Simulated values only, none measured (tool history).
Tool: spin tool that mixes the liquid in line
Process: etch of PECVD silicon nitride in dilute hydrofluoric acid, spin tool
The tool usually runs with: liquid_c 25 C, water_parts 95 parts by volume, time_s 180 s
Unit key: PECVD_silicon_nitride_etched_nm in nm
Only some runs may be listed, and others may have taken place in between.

run   hour  liquid_c  water_parts  time_s  read-back film thickness of the PECVD silicon nitride reference wafer, read on the same gauge (nm)  PECVD_silicon_nitride_etched_nm
  1      0        25           95     180                                                                                             119.989                            3.636
  2   28.8        25           95     180                                                                                             120.004                            3.578
  3   59.7      28.5           95     180                                                                                             120.003                            4.478
  4   93.5        25           95     180                                                                                             120.002                            3.632
  5  121.1        25           95     180                                                                                             120.018                            3.558
  6  139.5        25          115     180                                                                                             119.997                            3.003
  7  170.3        25          115     180                                                                                             120.017                            2.981
  8  199.6        25          115     180                                                                                             119.999                            2.985
     210.1  -- thermometer replaced
       223  -- hydrofluoric acid flow meter replaced
  9    231        25           65      90                                                                                             119.992                            2.612
 10  260.9        25           60     180                                                                                             120.015                            5.707
 11  276.7        29           95     180                                                                                             119.993                            4.656
     296.1  -- gauge calibrated
 12  304.1        25           95      90                                                                                             119.968                            1.784
 13  323.1        25           95     180                                                                                             120.013                             3.67
 14  348.6      27.5          120      75                                                                                             120.009                            1.404
 15  379.5        25           95     275                                                                                             119.994                            5.542
 16  409.3        23           95     180                                                                                             120.012                            3.134

4 options for the next run, each taken on its own from the tool as it stands now. Forecast them:
  A  409.8        22           95     180                                                                                                   ?                                ?
  B  409.8        25           80     180                                                                                                   ?                                ?
  C  409.8        25          140     250                                                                                                   ?                                ?
  D  409.8      21.5          125     245                                                                                                   ?                                ?

run  read-back film thickness of the PECVD silicon nitride reference wafer, read on the same gauge (nm)  PECVD_silicon_nitride_etched_nm
  A                                                                                             119.994                            2.947
  B                                                                                             119.994                            4.262
  C                                                                                             119.994                              3.4
  D                                                                                             119.994                            2.964
What these runs would have given with no unlogged condition in the tool:
run  PECVD_silicon_nitride_etched_nm
  A                            2.947
  B                            4.262
  C                              3.4
  D                            2.964

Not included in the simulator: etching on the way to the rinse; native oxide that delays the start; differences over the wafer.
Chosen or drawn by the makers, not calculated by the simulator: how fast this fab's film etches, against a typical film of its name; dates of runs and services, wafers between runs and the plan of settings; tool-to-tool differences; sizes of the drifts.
